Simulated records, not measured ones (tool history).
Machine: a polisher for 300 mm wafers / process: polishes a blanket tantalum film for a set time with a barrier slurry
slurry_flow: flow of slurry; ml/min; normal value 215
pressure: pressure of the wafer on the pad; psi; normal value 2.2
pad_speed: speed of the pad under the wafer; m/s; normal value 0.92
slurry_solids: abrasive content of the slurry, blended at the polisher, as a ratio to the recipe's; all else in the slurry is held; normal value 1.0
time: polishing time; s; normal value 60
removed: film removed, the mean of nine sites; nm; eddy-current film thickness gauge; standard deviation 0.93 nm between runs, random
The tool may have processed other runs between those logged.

| run | hour | slurry_flow | pressure | pad_speed | slurry_solids | time | incoming thickness of the incoming film, nm | removed |
|---|---|---|---|---|---|---|---|---|
| 1 | 0.0 | 215 | 2.2 | 0.92 | 1.0 | 60 | 286.7 | 87.1 |
| 2 | 77.8 | 215 | 2.2 | 0.92 | 1.0 | 60 | 292.7 | 82.0 |
| 3 | 133.6 | 215 | 2.2 | 0.92 | 1.0 | 60 | 287.8 | 80.8 |
|  | 155.3 | slurry blender recalibrated |
|  | 168.2 | head pressure recalibrated |
| 4 | 197.7 | 215 | 2.2 | 1.02 | 0.9 | 60 | 291.9 | 85.6 |
|  | 249.4 | worn pad replaced by a new one |
| 5 | 264.5 | 215 | 2.2 | 1.02 | 0.9 | 60 | 293.1 | 89.2 |
| 6 | 310.0 | 215 | 2.2 | 0.92 | 1.0 | 60 | 290.5 | 83.6 |
| 7 | 390.4 | 215 | 2.2 | 0.92 | 1.0 | 60 | 291.6 | 82.6 |
| 8 | 454.1 | 215 | 2.2 | 0.92 | 1.2 | 54 | 295.6 | 77.2 |
|  | 481.5 | slurry nozzle cleaned |
|  | 498.7 | worn pad replaced by a new one |
| 9 | 508.5 | 215 | 2.2 | 0.92 | 1.2 | 54 | 289.8 | 82.2 |

For run 10, what comes out?
| 10 | 545.0 | 215 | 2.4 | 0.76 | 1.0 | 60 | 287.2 | ? |

removed: 76.4 nm
Without the tool's hidden state the same run would have given removed 80.9 nm.
